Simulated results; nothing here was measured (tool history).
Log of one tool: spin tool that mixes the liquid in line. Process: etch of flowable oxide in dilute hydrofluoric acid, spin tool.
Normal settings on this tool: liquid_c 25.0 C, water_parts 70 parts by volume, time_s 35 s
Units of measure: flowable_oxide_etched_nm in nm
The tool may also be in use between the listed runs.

run    hour  liquid_c  water_parts  time_s  wafers since the last listed run  hours since the thermometer was replaced  hours since the hydrofluoric acid flow meter was replaced  hours since the gauge calibration  read-back film thickness of the flowable oxide reference wafer, read on the same gauge (nm)  flowable_oxide_etched_nm
  1     0.0      25.0           70      35                                 0                                    1553.6                                                       78.7                               83.1                                                                                        29.68                     28.18
  2    83.4      25.0           70      35                              1142                                    1637.0                                                      162.1                              166.5                                                                                        29.58                     28.02
  3   173.1      25.0           70      35                              1228                                    1726.7                                                      251.8                              256.2                                                                                        29.44                     27.83
  4   269.0      23.0           80      35                              1313                                    1822.6                                                      347.7                              352.1                                                                                        29.35                     22.21
  5   373.2      23.0           80      35                              1426                                    1926.8                                                      451.9                              456.3                                                                                        29.23                     22.24
  6   451.3      25.0           70      35                              1069                                    2004.9                                                      530.0                              534.4                                                                                        29.12                     27.33
  7   520.6      25.0           70      35                               948                                    2074.2                                                      599.3                              603.7                                                                                        29.03                     27.44
  8   563.5      25.0           70      35                               587                                    2117.1                                                      642.2                              646.6                                                                                        29.00                     27.74
      633.3  -- hydrofluoric acid flow meter replaced
  9   652.3      25.0           70      35                              1202                                    2205.9                                                       19.0                              735.4                                                                                        28.89                     27.37
      707.8  -- thermometer replaced
 10   757.0      25.0           70      35                              1420                                      49.2                                                      123.7                              840.1                                                                                        28.78                     27.25
 11   832.3      25.0           70      35                              1031                                     124.5                                                      199.0                              915.4                                                                                        28.65                     27.08
 12   912.3      29.0           70      30                              1095                                     204.5                                                      279.0                              995.4                                                                                        28.58                     26.94
 13  1003.0      25.0           55      45                              1242                                     295.2                                                      369.7                             1086.1                                                                                        28.46                     44.88
 14  1084.5      29.5           85      50                              1116                                     376.7                                                      451.2                             1167.6                                                                                        28.37                     36.45
 15  1190.6      25.0           40      50                              1452                                     482.8                                                      557.3                             1273.7                                                                                        28.26                     69.76
 16  1296.3      25.0           70      35                              1447                                     588.5                                                      663.0                             1379.4                                                                                        28.12                     26.78
     1306.6  -- hydrofluoric acid flow meter replaced
 17  1391.5      23.0           80      45                              1289                                     683.7                                                       84.9                             1474.6                                                                                        28.01                     27.26
 18  1440.2      22.5          100      30                               666                                     732.4                                                      133.6                             1523.3                                                                                        27.94                     14.09
 19  1546.0      20.0           70      35                              1448                                     838.2                                                      239.4                             1629.1                                                                                        27.81                     21.49
 20  1591.6      25.0           70      35                               624                                     883.8                                                      285.0                             1674.7                                                                                        27.75                     26.19
     1677.5  -- gauge calibrated
 21  1688.4      21.0           70      45                              1325                                     980.6                                                      381.8                               10.9                                                                                        29.78                     31.05
 22  1893.0      26.5           45      50                              2801                                    1185.2                                                      586.4                              215.5                                                                                        29.53                     68.02
 23  1989.9      27.5          100      30                              1326                                    1282.1                                                      683.3                              312.4                                                                                        29.43                     17.85
     1994.1  -- hydrofluoric acid flow meter replaced
 24  2054.2      22.0           70      50                               866                                    1346.4                                                       60.1                              376.7                                                                                        29.36                     34.74
 25  2118.1      23.5           70      45                               875                                    1410.3                                                      124.0                              440.6                                                                                        29.27                     33.79
 26  2176.6      20.0           35      20                               801                                    1468.8                                                      182.5                              499.1                                                                                        29.20                     26.93
 27  2229.5      29.0           55      20                               724                                    1521.7                                                      235.4                              552.0                                                                                        29.12                     23.98
 28  2278.8      23.5           60      55                               675                                    1571.0                                                      284.7                              601.3                                                                                        29.07                     47.95
 29  2358.1      25.0           70      35                              1085                                    1650.3                                                      364.0                              680.6                                                                                        29.00                     27.54
 30  2433.9      23.0           40      25                              1037                                    1726.1                                                      439.8                              756.4                                                                                        28.89                     32.46
     2679.1  -- hydrofluoric acid flow meter replaced
 31  2754.3      27.5           70      20                              4373                                    2046.5                                                       75.2                             1076.8                                                                                        28.50                     17.22
     2771.8  -- thermometer replaced
 32  2805.9      25.0           70      35                               692                                      34.1                                                      126.8                             1128.4                                                                                        28.43                     27.48
 33  2844.1      25.0           60      35                               523                                      72.3                                                      165.0                             1166.6                                                                                        28.39                     31.56
 34  2885.2      23.0           55      30                               562                                     113.4                                                      206.1                             1207.7                                                                                        28.34                     27.74

3 options for the next run, each taken on its own from the tool as it stands now. Forecast them:
  A  2885.6      25.0           70      35                                 5                                     113.8                                                      206.5                             1208.1                                                                                            ?                         ?
  B  2885.6      20.5           50      35                                 5                                     113.8                                                      206.5                             1208.1                                                                                            ?                         ?
  C  2885.6      25.0           50      20                                 5                                     113.8                                                      206.5                             1208.1                                                                                            ?                         ?

run  read-back film thickness of the flowable oxide reference wafer, read on the same gauge (nm)  flowable_oxide_etched_nm
  A                                                                                        28.36                     26.52
  B                                                                                        28.36                     31.64
  C                                                                                        28.36                     21.80
With no hidden state in the tool, these same runs would have given:
run  flowable_oxide_etched_nm
  A                     28.07
  B                     33.48
  C                     23.06
